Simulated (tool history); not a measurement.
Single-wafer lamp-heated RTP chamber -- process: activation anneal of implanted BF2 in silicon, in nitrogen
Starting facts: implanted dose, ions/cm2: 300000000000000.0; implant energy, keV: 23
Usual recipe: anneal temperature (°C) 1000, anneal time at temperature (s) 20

run   hour  anneal temperature (°C)  anneal time at temperature (s)  wafers since the last listed run  wafers since the last pyrometer calibration  wafers since the reflector plate was cleaned  hours since the gauge calibration  read-back reference wafer on the same gauge, sheet resistance  sheet resistance of the implanted and annealed layer (ohm/square)
  1      0                     1000                              20                                 0                                         4686                                          4920                              366.4                                                         427.21                                                             392.91
  2   12.6                     1000                              20                               217                                         4903                                          5138                                379                                                         427.47                                                             394.22
  3   21.2                     1000                              25                               148                                         5052                                          5286                              387.6                                                         427.27                                                             393.36
  4   29.4                      984                              13                               141                                         5194                                          5428                              395.8                                                          427.3                                                             400.48
  5   38.3                     1000                              20                               153                                         5348                                          5582                              404.7                                                         427.22                                                             393.06
  6   45.9                     1000                              20                               131                                         5479                                          5714                              412.3                                                         427.02                                                              394.1
  7   53.5                     1000                              20                               131                                         5611                                          5845                              419.9                                                          426.9                                                             393.87
  8   64.2                     1000                              20                               185                                         5796                                          6030                              430.6                                                            427                                                              393.2
  9   70.9                     1000                              20                               115                                         5912                                          6146                              437.3                                                         426.93                                                             392.81
 10   87.4                     1000                              20                               285                                         6197                                          6431                              453.8                                                         426.52                                                              394.5
 11    134                     1000                              20                               806                                         7003                                          7237                              500.4                                                         426.57                                                             392.53
 12  142.7                     1000                              20                               150                                         7154                                          7388                              509.1                                                         426.51                                                             393.05
 13  172.1                     1000                              20                               508                                         7662                                          7896                              538.5                                                         426.17                                                             392.43
 14  185.2                     1000                              20                               226                                         7889                                          8123                              551.6                                                         425.94                                                             393.32
 15  197.5                     1000                              20                               212                                         8102                                          8336                              563.9                                                         426.09                                                             392.44
     211.7  -- pyrometer window cleaned and pyrometer calibrated
     212.1  -- gauge calibrated
 16  212.2                     1000                              20                               115                                            8                                          8452                                0.1                                                         429.42                                                             396.43
 17  221.8                      990                              29                               166                                          174                                          8618                                9.7                                                         429.23                                                             395.29
 18  235.7                     1021                              31                               240                                          414                                          8858                               23.6                                                         429.43                                                             390.73
 19    251                     1020                              20                               264                                          679                                          9123                               38.9                                                         428.84                                                             393.19
 20  261.5                     1025                              28                               181                                          861                                          9304                               49.4                                                         428.87                                                             390.68
 21  273.2                     1000                              20                               202                                         1063                                          9507                               61.1                                                         429.05                                                             394.75
     297.9  -- reflector plate cleaned
 22  298.7                     1000                              30                               302                                         1366                                            13                               86.6                                                         428.69                                                             392.71
 23  316.1                      984                              20                               300                                         1667                                           314                                104                                                          428.9                                                             399.54
 24  329.5                     1008                              20                               231                                         1898                                           546                              117.4                                                         428.91                                                             394.77
 25  337.6                     1000                              20                               140                                         2039                                           686                              125.5                                                         428.48                                                              396.3
 26  352.6                      974                              26                               259                                         2298                                           945                              140.5                                                         428.62                                                             403.35
 27  364.6                     1000                              16                               207                                         2506                                          1153                              152.5                                                         428.59                                                             395.93
 28  400.9                     1028                              17                               627                                         3133                                          1781                              188.8                                                         427.83                                                              393.7
 29  417.7                     1017                              26                               290                                         3424                                          2071                              205.6                                                         428.07                                                             391.09
 30  432.1                     1000                              20                               249                                         3673                                          2321                                220                                                         427.79                                                             394.27
 31  463.4                     1029                              14                               541                                         4215                                          2862                              251.3                                                         427.76                                                             394.54
 32  479.6                      989                              32                               280                                         4495                                          3142                              267.5                                                         427.61                                                             394.92
 33  487.9                     1000                              20                               143                                         4638                                          3286                              275.8                                                         427.48                                                             394.28
 34    496                     1000                              20                               140                                         4778                                          3426                              283.9                                                         427.55                                                             393.67
 35  503.5                      988                              20                               129                                         4908                                          3556                              291.4                                                         427.77                                                             395.83
 36  517.2                     1011                              32                               236                                         5145                                          3792                              305.1                                                         427.27                                                             390.06

Here are 5 independent what-if runs from the current tool condition. What would each one return?
  A  517.6                     1000                              20                                 6                                         5152                                          3799                              305.5                                                              ?                                                                  ?
  B  517.6                      976                              30                                 6                                         5152                                          3799                              305.5                                                              ?                                                                  ?
  C  517.6                     1000                              24                                 6                                         5152                                          3799                              305.5                                                              ?                                                                  ?
  D  517.6                     1010                              29                                 6                                         5152                                          3799                              305.5                                                              ?                                                                  ?
  E  517.6                      989                              15                                 6                                         5152                                          3799                              305.5                                                              ?                                                                  ?

run  read-back reference wafer on the same gauge, sheet resistance  sheet resistance of the implanted and annealed layer (ohm/square)
  A                                                         427.32                                                             394.67
  B                                                         427.32                                                             400.29
  C                                                         427.32                                                             393.83
  D                                                         427.32                                                             391.61
  E                                                         427.32                                                             398.11
The same runs, with their run-to-run variation unchanged, on a tool lacking any hidden condition would have given:
run  sheet resistance of the implanted and annealed layer (ohm/square)
  A                                                             397.02
  B                                                             402.68
  C                                                             396.18
  D                                                             393.95
  E                                                             400.48
